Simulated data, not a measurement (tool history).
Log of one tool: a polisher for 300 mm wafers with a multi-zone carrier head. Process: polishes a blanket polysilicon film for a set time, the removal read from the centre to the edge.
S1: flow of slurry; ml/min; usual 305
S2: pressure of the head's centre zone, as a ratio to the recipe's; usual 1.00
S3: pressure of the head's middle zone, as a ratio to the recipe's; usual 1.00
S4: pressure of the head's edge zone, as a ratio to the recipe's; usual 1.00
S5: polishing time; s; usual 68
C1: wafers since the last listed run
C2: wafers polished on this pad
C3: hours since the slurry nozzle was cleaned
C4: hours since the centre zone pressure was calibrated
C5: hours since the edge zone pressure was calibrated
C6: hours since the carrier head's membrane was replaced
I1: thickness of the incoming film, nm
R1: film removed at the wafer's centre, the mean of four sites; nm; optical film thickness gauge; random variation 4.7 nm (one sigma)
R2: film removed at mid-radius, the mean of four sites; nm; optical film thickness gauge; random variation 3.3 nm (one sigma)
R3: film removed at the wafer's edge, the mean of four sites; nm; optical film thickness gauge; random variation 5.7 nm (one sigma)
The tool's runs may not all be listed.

run	day	S1	S2	S3	S4	S5	C1	C2	C3	C4	C5	C6	I1	R1	R2	R3
1	0.000	305	1.00	1.00	1.00	68	0	403	319.3	424.7	761.2	763.8	2248.0	502.7	501.3	517.7
2	1.629	305	1.00	1.00	1.00	68	400	804	358.4	463.8	800.3	802.9	2224.9	503.7	513.0	513.2
3	4.279	305	1.00	1.00	1.00	82	651	1456	422.0	527.4	863.9	866.5	2194.5	605.4	615.3	613.5
4	6.812	305	1.00	1.00	0.93	68	623	2079	482.8	588.2	924.7	927.3	2239.1	500.8	506.9	497.2
5	9.454	305	1.08	1.06	1.12	59	649	2729	546.2	651.6	988.1	990.7	2216.8	461.9	461.7	478.6
# day 10.692: slurry nozzle cleaned
6	11.179	305	1.00	1.00	1.00	68	414	3143	11.7	693.0	1029.5	1032.1	2232.1	506.5	504.2	514.9
7	13.046	410	1.00	1.00	1.11	68	459	3602	56.5	737.8	1074.3	1076.9	2224.2	513.5	521.1	550.9
8	15.817	305	1.00	1.10	1.04	57	681	4284	123.0	804.3	1140.8	1143.4	2225.5	426.4	449.7	432.0
# day 17.700: edge zone pressure recalibrated
9	18.442	370	1.04	1.00	1.00	68	625	4909	186.0	867.3	17.8	1206.4	2245.5	528.7	518.1	510.3
10	21.838	225	1.00	1.00	1.00	68	835	5745	267.5	948.8	99.3	1287.9	2237.3	486.1	486.8	503.9
# day 21.962: centre zone pressure recalibrated
# day 23.942: worn pad replaced by a new one
11	33.362	305	1.05	0.97	0.97	68	2773	2317	544.1	273.6	375.9	1564.5	2245.1	532.7	498.0	496.1
12	34.888	305	1.00	1.00	1.00	68	375	2692	580.7	310.2	412.5	1601.1	2263.1	508.2	502.8	510.2
# day 37.808: slurry nozzle cleaned
13	38.954	305	1.00	1.00	1.04	68	990	3683	27.5	407.8	510.1	1698.7	2206.5	513.1	505.9	521.3
# day 41.704: carrier head's membrane replaced by a new one
14	42.392	305	1.00	1.00	1.00	68	794	4477	110.0	490.3	592.6	16.5	2256.3	501.8	508.4	517.5
15	44.125	305	1.00	1.00	1.00	68	426	4904	151.6	531.9	634.2	58.1	2221.2	508.4	498.5	518.5
16	45.733	305	0.95	1.05	1.00	45	395	5299	190.2	570.5	672.8	96.7	2215.2	318.2	346.0	342.2
17	47.517	305	1.00	1.05	1.00	68	438	5738	233.0	613.3	715.6	139.5	2253.9	502.4	526.0	512.5
# day 49.067: worn pad replaced by a new one
18	49.933	305	1.00	1.00	1.00	68	553	212	291.0	671.3	773.6	197.5	2190.0	505.3	510.0	526.9
19	52.804	305	1.00	0.88	1.00	75	706	919	359.9	740.2	842.5	266.4	2235.8	554.1	512.2	565.9
# day 54.362: centre zone pressure recalibrated
20	54.754	305	1.10	0.89	1.10	47	459	1378	406.7	9.4	889.3	313.2	2209.7	376.6	325.8	370.0
21	62.367	305	1.00	1.10	1.04	57	1872	3251	589.4	192.1	1072.0	495.9	2261.8	423.8	453.3	433.3
# day 63.917: slurry nozzle cleaned
22	66.746	380	1.00	1.00	1.00	68	1067	4318	67.9	297.2	1177.1	601.0	2252.8	514.4	511.3	527.1
23	68.579	305	1.00	1.00	1.00	68	451	4769	111.9	341.2	1221.1	645.0	2255.5	505.8	504.2	513.0

3 ways to go on from here, each from the tool as it stands after run 23. What would each give?
A	68.596	305	1.00	1.00	1.00	52	4	4773	112.3	341.6	1221.5	645.4	2212.9	?	?	?
B	68.596	265	0.93	1.00	1.00	88	4	4773	112.3	341.6	1221.5	645.4	2212.9	?	?	?
C	68.596	385	0.95	1.04	1.00	68	4	4773	112.3	341.6	1221.5	645.4	2212.9	?	?	?

run	R1	R2	R3
A	386.3	386.6	394.1
B	605.4	644.1	658.9
C	496.2	530.7	523.7
Without the tool's hidden state the same runs would have given:
run	R1	R2	R3
A	386.3	386.6	394.1
B	605.4	644.1	658.9
C	496.2	530.7	523.7

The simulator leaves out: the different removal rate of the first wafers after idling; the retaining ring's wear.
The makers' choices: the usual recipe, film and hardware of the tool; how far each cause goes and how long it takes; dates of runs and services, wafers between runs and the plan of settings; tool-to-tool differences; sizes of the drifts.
